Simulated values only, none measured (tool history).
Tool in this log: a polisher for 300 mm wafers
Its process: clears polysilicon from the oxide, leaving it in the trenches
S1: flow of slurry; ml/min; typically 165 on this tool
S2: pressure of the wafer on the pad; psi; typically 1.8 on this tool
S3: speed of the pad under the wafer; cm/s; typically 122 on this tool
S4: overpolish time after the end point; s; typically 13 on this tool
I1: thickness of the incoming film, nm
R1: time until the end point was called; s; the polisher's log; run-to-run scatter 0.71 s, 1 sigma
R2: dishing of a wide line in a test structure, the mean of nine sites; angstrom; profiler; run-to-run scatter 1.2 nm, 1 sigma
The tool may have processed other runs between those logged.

run 1 day=0.000 | S1=165 S2=1.8 S3=122 S4=13 | I1=643.3 | R1=74.0 R2=615
run 2 day=1.658 | S1=165 S2=1.8 S3=122 S4=13 | I1=639.9 | R1=74.5 R2=630
-- day=3.329 worn pad replaced by a new one
run 3 day=4.300 | S1=165 S2=1.8 S3=122 S4=13 | I1=640.6 | R1=71.0 R2=628
run 4 day=6.550 | S1=165 S2=1.8 S3=122 S4=18 | I1=640.7 | R1=70.2 R2=688
run 5 day=7.567 | S1=165 S2=1.8 S3=122 S4=13 | I1=633.8 | R1=70.9 R2=643
-- day=8.542 slurry nozzle cleaned
run 6 day=9.850 | S1=165 S2=1.8 S3=122 S4=13 | I1=640.0 | R1=72.6 R2=627
run 7 day=12.158 | S1=165 S2=1.8 S3=122 S4=13 | I1=633.9 | R1=74.0 R2=652
run 8 day=14.258 | S1=165 S2=1.8 S3=122 S4=13 | I1=632.9 | R1=75.6 R2=631
run 9 day=15.417 | S1=165 S2=1.8 S3=122 S4=13 | I1=639.1 | R1=74.9 R2=642
run 10 day=16.733 | S1=165 S2=1.8 S3=122 S4=13 | I1=644.4 | R1=77.2 R2=623
run 11 day=18.321 | S1=165 S2=1.8 S3=122 S4=13 | I1=647.0 | R1=76.7 R2=632
run 12 day=19.400 | S1=165 S2=1.8 S3=122 S4=13 | I1=630.7 | R1=77.2 R2=631
run 13 day=21.038 | S1=165 S2=1.9 S3=122 S4=13 | I1=643.0 | R1=73.8 R2=633
-- day=22.667 worn pad replaced by a new one
run 14 day=23.954 | S1=225 S2=1.8 S3=122 S4=16 | I1=635.5 | R1=68.2 R2=720
run 15 day=26.296 | S1=130 S2=1.6 S3=158 S4=18 | I1=636.5 | R1=65.5 R2=730
run 16 day=27.467 | S1=165 S2=1.8 S3=122 S4=13 | I1=646.1 | R1=73.2 R2=644
run 17 day=29.104 | S1=105 S2=1.5 S3=122 S4=13 | I1=642.8 | R1=91.9 R2=571
run 18 day=32.025 | S1=165 S2=1.8 S3=154 S4=13 | I1=633.1 | R1=59.3 R2=678
run 19 day=33.092 | S1=210 S2=1.8 S3=90 S4=6 | I1=629.6 | R1=92.2 R2=348
run 20 day=34.608 | S1=165 S2=1.8 S3=122 S4=13 | I1=630.2 | R1=74.4 R2=607
run 21 day=36.204 | S1=165 S2=1.8 S3=86 S4=10 | I1=642.9 | R1=105.3 R2=467
run 22 day=37.804 | S1=165 S2=1.5 S3=122 S4=6 | I1=632.5 | R1=92.0 R2=354
run 23 day=38.933 | S1=165 S2=1.8 S3=122 S4=13 | I1=636.1 | R1=76.9 R2=620

Run 24, settings as shown, results not yet in. Your forecast:
run 24 day=41.483 | S1=165 S2=1.8 S3=122 S4=13 | I1=632.4 | R1=? R2=?

R1: 77.8 s
R2: 642 angstrom
With the hidden condition absent and the run-to-run variation left alone, this run would have shown R1 67.9 s, R2 680 angstrom.
